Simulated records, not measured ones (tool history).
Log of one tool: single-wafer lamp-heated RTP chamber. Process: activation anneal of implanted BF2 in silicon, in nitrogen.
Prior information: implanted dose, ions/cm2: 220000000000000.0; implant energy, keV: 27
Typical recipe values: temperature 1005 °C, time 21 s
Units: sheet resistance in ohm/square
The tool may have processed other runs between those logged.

run     day  temperature  time  wafers since the last listed run  wafers since the last pyrometer calibration  wafers since the reflector plate was cleaned  hours since the gauge calibration  read-back reference wafer on the same gauge, sheet resistance  sheet resistance
  1   0.000         1005    21                                 0                                         3059                                          6630                              201.8                                                         611.29            528.48
  2   0.771         1005    21                               270                                         3329                                          6901                              220.3                                                         610.99            528.59
  3   1.754          988    26                               344                                         3674                                          7245                              243.9                                                         610.80            530.95
  4   2.254          988    26                               175                                         3850                                          7421                              255.9                                                         611.05            531.56
  5   3.162         1005    21                               318                                         4168                                          7739                              277.7                                                         610.92            527.85
      4.246  -- pyrometer window cleaned and pyrometer calibrated
  6   4.267         1005    21                               270                                            7                                          8010                              304.2                                                         610.95            529.15
  7   5.038          989    13                               270                                          277                                          8280                              322.7                                                         610.72            534.15
  8   6.129         1005    21                               382                                          660                                          8663                              348.9                                                         610.97            527.87
      7.279  -- reflector plate cleaned
  9   7.479         1005    21                               356                                         1017                                            70                              381.3                                                         610.97            528.67
 10   8.633         1005    28                               404                                         1421                                           474                              409.0                                                         611.11            525.90
 11   9.271         1005    28                               223                                         1645                                           698                              424.3                                                         611.06            525.92
 12  10.312         1005    28                               365                                         2010                                          1063                              449.3                                                         610.98            526.46
 13  11.671         1020    28                               476                                         2487                                          1540                              481.9                                                         610.85            524.89
 14  12.854          980    15                               414                                         2902                                          1955                              510.3                                                         611.19            536.44
     13.238  -- gauge calibrated
 15  13.762         1005    21                               318                                         3220                                          2273                               12.6                                                         611.12            527.67
 16  14.783         1031    10                               358                                         3578                                          2631                               37.1                                                         611.12            529.18
 17  15.746         1014    11                               337                                         3916                                          2969                               60.2                                                         611.11            531.24
 18  17.112          990    14                               479                                         4395                                          3448                               93.0                                                         611.03            533.49
     17.862  -- pyrometer window cleaned and pyrometer calibrated
 19  17.896          982    15                               157                                           12                                          3606                              111.8                                                         611.22            538.04
 20  19.325          977    33                               501                                          513                                          4107                              146.1                                                         611.31            533.50
 21  20.192         1005    21                               303                                          817                                          4411                              166.9                                                         611.18            527.37
 22  21.571          995    16                               483                                         1301                                          4895                              200.0                                                         610.67            531.69
 23  22.758         1022    10                               416                                         1717                                          5311                              228.5                                                         610.86            529.54
 24  23.904         1005    21                               401                                         2119                                          5713                              256.0                                                         611.02            529.38

Predict each of these 4 candidate next runs independently; none follows another, all start after run 24:
  A  23.921         1005    21                                 5                                         2125                                          5719                              256.4                                                              ?                 ?
  B  23.921         1016    18                                 5                                         2125                                          5719                              256.4                                                              ?                 ?
  C  23.921         1014    16                                 5                                         2125                                          5719                              256.4                                                              ?                 ?
  D  23.921          979    15                                 5                                         2125                                          5719                              256.4                                                              ?                 ?

run  read-back reference wafer on the same gauge, sheet resistance  sheet resistance
  A                                                         611.22            528.18
  B                                                         611.22            527.73
  C                                                         611.22            528.59
  D                                                         611.22            538.22
The same runs, with their run-to-run variation unchanged, on a tool lacking any hidden condition would have given:
run  sheet resistance
  A            528.18
  B            527.73
  C            528.59
  D            538.22
